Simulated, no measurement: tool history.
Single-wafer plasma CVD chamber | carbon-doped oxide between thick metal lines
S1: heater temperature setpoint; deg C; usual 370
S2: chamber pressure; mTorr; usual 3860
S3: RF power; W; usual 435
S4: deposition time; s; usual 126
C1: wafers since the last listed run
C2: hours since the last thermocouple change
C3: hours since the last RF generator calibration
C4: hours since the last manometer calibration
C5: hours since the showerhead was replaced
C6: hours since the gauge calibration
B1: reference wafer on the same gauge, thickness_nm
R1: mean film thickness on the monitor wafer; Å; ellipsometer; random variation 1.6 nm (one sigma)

run   hour   S1    S2   S3   S4   C1     C2     C3      C4      C5     C6       B1       R1
  1      0  370  3860  495  126    0   36.7   48.8  1529.8    2811     43  592.131  5441.89
  2    8.3  370  3860  495  126  104     45   57.1  1538.1  2819.3   51.3  591.656  5403.63
  3   23.5  370  3860  435  126  191   60.2   72.3  1553.3  2834.5   66.5  592.068   5027.2
  4   39.9  370  3860  435  126  206   76.6   88.7  1569.7  2850.9   82.9  592.157  5037.29
  5   55.7  370  3860  435  126  198   92.4  104.5  1585.5  2866.7   98.7  592.061  5026.68
  6   67.6  370  3860  435  126  149  104.3  116.4  1597.4  2878.6  110.6   591.97  5079.28
  7   73.7  370  3860  435  126   76  110.4  122.5  1603.5  2884.7  116.7  591.981  5032.97
  8   82.1  374  4430  500  103  105  118.8  130.9  1611.9  2893.1  125.1  592.268  4511.56
  9   92.1  376  3860  435  148  125  128.8  140.9  1621.9  2903.1  135.1  591.765  5839.94
 10  101.6  370  3860  435  126  119  138.3  150.4  1631.4  2912.6  144.6   592.04  5025.86
     112.8  -- capacitance manometer re-zeroed and calibrated
 11  117.3  370  3860  435  143   96    154  166.1     4.5  2928.3  160.3  592.428  5698.82
 12  126.9  370  3860  365  150  120  163.6  175.7    14.1  2937.9  169.9  591.955  5412.04
 13    140  370  3860  435  126  164  176.7  188.8    27.2    2951    183   592.03  5029.58
 14  156.1  370  3170  385  126  202  192.8  204.9    43.3  2967.1  199.1   591.64  4545.59
 15    169  380  3860  435  104  162  205.7  217.8    56.2    2980    212  592.366  4064.46
 16  184.5  370  3860  435  126  194  221.2  233.3    71.7  2995.5  227.5  592.036  5007.71
 17  194.1  370  3860  390  133  120  230.8  242.9    81.3  3005.1  237.1  592.414   4957.5
     214.4  -- showerhead replaced
 18  214.9  383  3860  515  102  161  251.6  263.7   102.1     0.5  257.9  591.638  4331.23
 19  217.1  364  4790  385  126   27  253.8  265.9   104.3     2.7  260.1  591.887  4886.26
 20  229.3  370  4740  435  138  153    266  278.1   116.5    14.9  272.3  592.236   5621.5
 21  236.7  370  3860  435  106   93  273.4  285.5   123.9    22.3  279.7  591.547  4216.71
 22  253.9  370  4710  435  126  216  290.6  302.7   141.1    39.5  296.9  591.402  5125.49
 23  263.5  370  4490  500  126  120  300.2  312.3   150.7    49.1  306.5  592.237  5517.49
 24  278.1  370  4770  470  126  183  314.8  326.9   165.3    63.7  321.1  591.858  5396.99
 25    295  370  3860  435  126  212  331.7  343.8   182.2    80.6    338  591.973  4970.27
 26  310.4  370  4770  435  134  193  347.1  359.2   197.6      96  353.4  592.301   5438.7
 27  323.3  375  3860  515  116  162    360  372.1   210.5   108.9  366.3  591.658  4987.48
 28  336.9  370  3860  360  126  171  373.6  385.7   224.1   122.5  379.9   592.07  4438.15
 29  343.8  381  3410  490  103   86  380.5  392.6     231   129.4  386.8  591.634  4212.74
 30  358.9  366  2960  435  134  189  395.6  407.7   246.1   144.5  401.9  591.606   5161.3

Measured less the same run without the tool's hidden state. The same run-to-run variation is in both; the gauge's scatter may not be:
The hidden state here: wafer temperature above the value expected at the setpoint (K); delivered RF power above the setpoint (%); true pressure above the setpoint (%); gauge reads high (%).
run       R1
  1   -58.86
  2   -61.16
  3   -71.41
  4   -77.16
  5   -82.29
  6   -87.09
  7   -88.28
  8   -70.18
  9  -109.24
 10   -96.98
 11  -115.44
 12  -117.75
 13  -108.68
 14  -102.93
 15    -94.6
 16  -120.88
 17  -122.27
 18   -96.03
 19  -127.74
 20  -149.14
 21  -113.48
 22   -142.4
 23  -134.09
 24  -146.24
 25  -148.01
 26  -165.87
 27  -133.31
 28  -146.96
 29  -115.92
 30  -168.59

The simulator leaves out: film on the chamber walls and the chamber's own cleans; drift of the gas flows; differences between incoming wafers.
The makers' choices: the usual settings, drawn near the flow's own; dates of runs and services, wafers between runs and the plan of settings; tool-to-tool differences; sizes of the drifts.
